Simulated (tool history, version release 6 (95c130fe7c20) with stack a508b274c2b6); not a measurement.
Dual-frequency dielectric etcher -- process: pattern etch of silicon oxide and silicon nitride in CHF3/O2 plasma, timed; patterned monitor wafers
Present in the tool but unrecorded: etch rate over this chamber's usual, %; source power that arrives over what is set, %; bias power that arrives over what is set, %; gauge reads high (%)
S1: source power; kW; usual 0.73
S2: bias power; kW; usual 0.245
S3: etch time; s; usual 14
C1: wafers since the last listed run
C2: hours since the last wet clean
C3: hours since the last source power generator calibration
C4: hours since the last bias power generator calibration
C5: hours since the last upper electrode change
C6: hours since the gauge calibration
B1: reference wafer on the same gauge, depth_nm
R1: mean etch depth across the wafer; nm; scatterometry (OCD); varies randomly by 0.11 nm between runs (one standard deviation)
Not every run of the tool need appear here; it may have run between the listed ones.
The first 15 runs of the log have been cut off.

{"run": 16, "day": 33.325, "S1": 0.91, "S2": 0.245, "S3": 14, "C1": 421, "C2": 334, "C3": 369.2, "C4": 232.2, "C5": 572.2, "C6": 339.4, "B1": 20.71, "R1": 27.75}
{"run": 17, "day": 34.967, "S1": 0.63, "S2": 0.245, "S3": 15.5, "C1": 465, "C2": 373.4, "C3": 408.6, "C4": 271.6, "C5": 611.6, "C6": 378.8, "B1": 20.69, "R1": 26.4}
{"run": 18, "day": 36.85, "S1": 0.89, "S2": 0.245, "S3": 14, "C1": 533, "C2": 418.6, "C3": 453.8, "C4": 316.8, "C5": 656.8, "C6": 424, "B1": 20.74, "R1": 27.64}
{"day": 38.588, "done": "wet clean of the chamber"}
{"run": 19, "day": 38.608, "S1": 0.87, "S2": 0.277, "S3": 17.5, "C1": 214, "C2": 0.5, "C3": 496, "C4": 359, "C5": 699, "C6": 466.2, "B1": 20.73, "R1": 36.08}
{"run": 20, "day": 40.054, "S1": 0.73, "S2": 0.245, "S3": 14, "C1": 409, "C2": 35.2, "C3": 530.7, "C4": 393.7, "C5": 733.7, "C6": 500.9, "B1": 20.7, "R1": 25.5}
{"run": 21, "day": 42.354, "S1": 0.73, "S2": 0.245, "S3": 14, "C1": 652, "C2": 90.4, "C3": 585.9, "C4": 448.9, "C5": 788.9, "C6": 556.1, "B1": 20.7, "R1": 25.67}
{"run": 22, "day": 44.179, "S1": 0.73, "S2": 0.245, "S3": 14, "C1": 517, "C2": 134.2, "C3": 629.7, "C4": 492.7, "C5": 832.7, "C6": 599.9, "B1": 20.68, "R1": 25.56}
{"run": 23, "day": 45.95, "S1": 0.73, "S2": 0.188, "S3": 11, "C1": 502, "C2": 176.7, "C3": 672.2, "C4": 535.2, "C5": 875.2, "C6": 642.4, "B1": 20.69, "R1": 17.6}
{"run": 24, "day": 47.921, "S1": 0.73, "S2": 0.245, "S3": 14, "C1": 558, "C2": 224, "C3": 719.5, "C4": 582.5, "C5": 922.5, "C6": 689.7, "B1": 20.73, "R1": 25.44}
{"run": 25, "day": 50.671, "S1": 0.73, "S2": 0.269, "S3": 12, "C1": 779, "C2": 290, "C3": 785.5, "C4": 648.5, "C5": 988.5, "C6": 755.7, "B1": 20.67, "R1": 22.75}
{"run": 26, "day": 51.746, "S1": 0.86, "S2": 0.194, "S3": 15.5, "C1": 304, "C2": 315.8, "C3": 811.3, "C4": 674.3, "C5": 1014.3, "C6": 781.5, "B1": 20.69, "R1": 26.98}
{"day": 53.925, "done": "wet clean of the chamber"}
{"run": 27, "day": 54.054, "S1": 0.87, "S2": 0.271, "S3": 16.5, "C1": 370, "C2": 3.1, "C3": 866.7, "C4": 729.7, "C5": 1069.7, "C6": 836.9, "B1": 20.68, "R1": 33.79}
{"run": 28, "day": 56.346, "S1": 0.73, "S2": 0.245, "S3": 11, "C1": 649, "C2": 58.1, "C3": 921.7, "C4": 784.7, "C5": 1124.7, "C6": 891.9, "B1": 20.69, "R1": 20.1}
{"run": 29, "day": 58.125, "S1": 0.64, "S2": 0.279, "S3": 14, "C1": 504, "C2": 100.8, "C3": 964.4, "C4": 827.4, "C5": 1167.4, "C6": 934.6, "B1": 20.73, "R1": 25.82}
{"run": 30, "day": 62.912, "S1": 0.62, "S2": 0.214, "S3": 11.5, "C1": 1357, "C2": 215.7, "C3": 1079.3, "C4": 942.3, "C5": 1282.3, "C6": 1049.5, "B1": 20.67, "R1": 18.52}

Forecast each of these 3 alternatives for the next run:
{"run": "A", "day": 62.929, "S1": 0.73, "S2": 0.245, "S3": 14, "C1": 4, "C2": 216.1, "C3": 1079.7, "C4": 942.7, "C5": 1282.7, "C6": 1049.9, "B1": "?", "R1": "?"}
{"run": "B", "day": 62.929, "S1": 0.66, "S2": 0.21, "S3": 10.5, "C1": 4, "C2": 216.1, "C3": 1079.7, "C4": 942.7, "C5": 1282.7, "C6": 1049.9, "B1": "?", "R1": "?"}
{"run": "C", "day": 62.929, "S1": 0.6, "S2": 0.277, "S3": 12, "C1": 4, "C2": 216.1, "C3": 1079.7, "C4": 942.7, "C5": 1282.7, "C6": 1049.9, "B1": "?", "R1": "?"}

run=A B1=20.71 R1=25.77
run=B B1=20.71 R1=17.25
run=C B1=20.71 R1=21.57
Stripped of hidden state, with their random variation kept, the same runs would have yielded:
run=A R1=25.51
run=B R1=17.07
run=C R1=21.35
